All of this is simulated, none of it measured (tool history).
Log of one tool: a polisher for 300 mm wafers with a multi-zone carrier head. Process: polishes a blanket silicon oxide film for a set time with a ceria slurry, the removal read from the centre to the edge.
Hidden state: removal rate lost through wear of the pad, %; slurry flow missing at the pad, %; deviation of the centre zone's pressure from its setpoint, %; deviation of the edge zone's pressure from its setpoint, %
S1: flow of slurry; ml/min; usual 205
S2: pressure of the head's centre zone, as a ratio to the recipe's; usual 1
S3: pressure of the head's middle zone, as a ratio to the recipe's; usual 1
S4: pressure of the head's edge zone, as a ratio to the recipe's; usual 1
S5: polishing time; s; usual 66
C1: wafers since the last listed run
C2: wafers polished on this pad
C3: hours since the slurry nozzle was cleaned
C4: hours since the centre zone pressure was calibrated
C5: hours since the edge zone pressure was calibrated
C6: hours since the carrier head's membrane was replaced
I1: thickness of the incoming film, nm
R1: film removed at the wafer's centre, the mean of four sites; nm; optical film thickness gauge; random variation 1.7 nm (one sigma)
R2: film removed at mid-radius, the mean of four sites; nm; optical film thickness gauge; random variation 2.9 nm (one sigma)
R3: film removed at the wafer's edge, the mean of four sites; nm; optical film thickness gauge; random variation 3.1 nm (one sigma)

run	day	S1	S2	S3	S4	S5	C1	C2	C3	C4	C5	C6	I1	R1	R2	R3
1	0	160	1	1	1	79	0	1106	50.8	243	68	1713.3	1164.7	240.9	243.5	236
2	0.529	160	1	1	1	79	104	1211	63.5	255.7	80.7	1726	1148.9	238.2	238.4	242.7
# day 1.192: worn pad replaced by a new one
3	2.012	170	1	1	1	66	260	162	99.1	291.3	116.3	1761.6	1169	206	208.8	201
4	2.929	205	1	1	1	66	181	343	121.1	313.3	138.3	1783.6	1157.1	210.6	210.8	209.1
5	4.142	205	1	1	1	66	239	583	150.2	342.4	167.4	1812.7	1160.4	206.1	210.9	210.5
6	5.312	205	1	0.91	0.97	66	231	815	178.3	370.5	195.5	1840.8	1161	207.2	190	200.4
7	6.492	205	1	0.91	0.97	66	233	1048	206.6	398.8	223.8	1869.1	1160.8	204.9	195.2	203.9
# day 7.362: worn pad replaced by a new one
# day 7.546: slurry nozzle cleaned
8	7.958	205	1	1	1	58	248	109	9.9	434	259	1904.3	1161.6	188.5	186.7	182.3
9	9.304	150	1	1	1	66	266	376	42.2	466.3	291.3	1936.6	1171.2	199.1	204.3	200.8
# day 10.275: centre zone pressure recalibrated
10	10.329	160	1	1	1	79	186	562	66.8	1.3	315.9	1961.2	1159.4	242.6	243.3	237.5
# day 10.546: carrier head's membrane replaced by a new one
11	11.138	160	1	0.91	1.07	66	118	681	86.2	20.7	335.3	14.2	1162.3	200.6	188.4	204.2
12	12.454	205	1	1	1	66	260	941	117.8	52.3	366.9	45.8	1164.9	206.4	203.3	202.7
13	13.883	250	0.89	1	0.9	76	282	1224	152.1	86.6	401.2	80.1	1158.5	214	247.7	229.6
# day 14.221: worn pad replaced by a new one
14	14.962	205	0.94	1	1	48	180	146	178	112.5	427.1	106	1170	144.1	154	153.7
# day 16.054: edge zone pressure recalibrated
15	16.288	205	0.91	0.94	0.97	66	245	392	209.8	144.3	5.6	137.8	1163.1	190.2	200.1	206.4
16	16.904	205	1	0.92	1.04	66	122	514	224.6	159.1	20.4	152.6	1162.7	208.7	196.7	213.4
17	17.804	205	0.94	1	1	85	178	692	246.2	180.7	42	174.2	1176.4	249.8	270.4	263.4
# day 18.783: slurry nozzle cleaned
18	18.958	205	1	1.09	1	66	220	912	4.2	208.4	69.7	201.9	1181.4	206.3	219.7	206.1
# day 19.912: worn pad replaced by a new one
19	20.438	205	1	1	0.94	66	259	103	39.7	243.9	105.2	237.4	1172.8	209.1	212.5	202
20	21.892	205	0.9	0.97	0.96	66	287	391	74.6	278.8	140.1	272.3	1165.3	189.7	204.8	202.7
21	22.512	155	1	1	1	66	122	514	89.5	293.7	155	287.2	1180.8	198.8	200.7	200.8
22	23.342	205	1	1	1	66	164	678	109.4	313.6	174.9	307.1	1168	206.5	210	200.4
23	23.846	205	1	1	1.08	66	99	778	121.5	325.7	187	319.2	1172.1	205.3	207.9	210.1

How the hidden state differs across the entries between the runs, from the last listed run before each to the first after it:
Between runs 2 and 3: worn pad replaced by a new one (day 1.192)
  removal rate lost through wear of the pad, %: 3.32 -> 1.36
  measured less the result without the state, R1: -8.2 -> -2.9 nm; R2: -8.2 -> -2.9 nm; R3: -8.4 -> -2.8 nm
Between runs 7 and 8: worn pad replaced by a new one (day 7.362); slurry nozzle cleaned (day 7.546)
  removal rate lost through wear of the pad, %: 3.42 -> 1.18
  measured less the result without the state, R1: -7.2 -> -2.2 nm; R2: -6.9 -> -2.3 nm; R3: -7.2 -> -2.2 nm
Between runs 9 and 10: centre zone pressure recalibrated (day 10.275)
  removal rate lost through wear of the pad, %: 2.4 -> 2.93
  measured less the result without the state, R1: -4.9 -> -7.4 nm; R2: -5.1 -> -7.3 nm; R3: -5 -> -7.1 nm
Between runs 10 and 11: carrier head's membrane replaced by a new one (day 10.546)
  removal rate lost through wear of the pad, %: 2.93 -> 3.2
  measured less the result without the state, R1: -7.4 -> -6.7 nm; R2: -7.3 -> -6.2 nm; R3: -7.1 -> -6.7 nm
Between runs 13 and 14: worn pad replaced by a new one (day 14.221)
  removal rate lost through wear of the pad, %: 3.63 -> 1.31
  measured less the result without the state, R1: -8.1 -> -1.9 nm; R2: -9.4 -> -2 nm; R3: -8.6 -> -2.1 nm
Between runs 14 and 15: edge zone pressure recalibrated (day 16.054)
  removal rate lost through wear of the pad, %: 1.31 -> 2.44
  measured less the result without the state, R1: -1.9 -> -4.8 nm; R2: -2 -> -5 nm; R3: -2.1 -> -5.1 nm
Between runs 17 and 18: slurry nozzle cleaned (day 18.783)
  removal rate lost through wear of the pad, %: 3.11 -> 3.37
  measured less the result without the state, R1: -8 -> -7.2 nm; R2: -8.7 -> -7.6 nm; R3: -8.4 -> -7.2 nm
Between runs 18 and 19: worn pad replaced by a new one (day 19.912)
  removal rate lost through wear of the pad, %: 3.37 -> 0.92
  measured less the result without the state, R1: -7.2 -> -1.9 nm; R2: -7.6 -> -2 nm; R3: -7.2 -> -1.9 nm

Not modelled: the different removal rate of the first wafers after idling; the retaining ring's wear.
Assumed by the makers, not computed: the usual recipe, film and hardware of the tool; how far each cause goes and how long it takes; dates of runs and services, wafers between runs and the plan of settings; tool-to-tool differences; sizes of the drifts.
